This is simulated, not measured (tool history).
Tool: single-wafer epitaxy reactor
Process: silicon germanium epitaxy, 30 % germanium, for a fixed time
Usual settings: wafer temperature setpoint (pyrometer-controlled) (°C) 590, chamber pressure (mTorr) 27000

run	hour	wafer temperature setpoint (pyrometer-controlled) (°C)	chamber pressure (mTorr)	read-back reference wafer on the same gauge, thickness_nm	mean film thickness on the monitor wafer (Å)
1	0.0	590	27000	56.131	455.22
2	6.4	590	31800	56.192	473.31
3	18.4	590	31800	56.175	474.48
4	27.0	590	31800	56.107	477.01
5	34.7	590	27000	56.245	452.26
6	46.6	590	27000	56.138	451.82
7	64.4	590	27000	56.211	452.89
8	76.8	590	27000	56.191	454.33
# hour 90.5: showerhead replaced
9	92.9	590	27000	56.195	448.70
10	140.6	590	27000	56.157	448.43
11	150.2	585	27000	56.226	404.20
12	157.6	585	27000	56.173	402.06
13	164.8	590	22900	56.259	429.52
14	177.7	590	22900	56.196	430.67
# hour 195.5: capacitance manometer re-zeroed and calibrated
15	196.0	590	21100	56.198	422.91
16	196.3	603	24100	56.122	574.40
17	208.4	581	27000	56.198	368.30
# hour 221.6: gauge calibrated
18	224.0	590	23100	56.223	429.52
19	240.1	595	23400	56.263	478.77
20	255.2	590	27000	56.255	444.61
21	270.8	597	24100	56.221	503.62
# hour 287.4: pyrometer calibrated
22	290.3	590	31000	56.193	523.18
23	302.6	587	31700	56.206	489.99
24	311.0	597	23400	56.257	563.62
25	318.4	577	27000	56.058	379.29
26	333.6	581	21200	56.181	391.66
27	343.3	590	27000	56.188	502.59
28	349.7	575	24600	56.283	357.39
29	364.5	590	20500	56.148	474.27
30	377.0	590	27000	56.126	504.78
31	392.9	595	30700	56.282	580.10
32	399.9	602	25000	56.258	634.93
33	416.7	590	22900	56.194	488.00
34	424.2	585	25100	56.162	445.30
35	448.0	595	33600	56.249	592.50
36	461.3	590	27000	56.268	499.74

3 ways to go on from here, each from the tool as it stands after run 36. What would each give?
A	461.7	590	33700	?	?
B	461.7	590	30700	?	?
C	461.7	580	30300	?	?

run	read-back reference wafer on the same gauge, thickness_nm	mean film thickness on the monitor wafer (Å)
A	56.209	532.93
B	56.209	519.82
C	56.209	417.34
Without the tool's hidden state the same runs would have given:
run	mean film thickness on the monitor wafer (Å)
A	537.03
B	523.82
C	420.64

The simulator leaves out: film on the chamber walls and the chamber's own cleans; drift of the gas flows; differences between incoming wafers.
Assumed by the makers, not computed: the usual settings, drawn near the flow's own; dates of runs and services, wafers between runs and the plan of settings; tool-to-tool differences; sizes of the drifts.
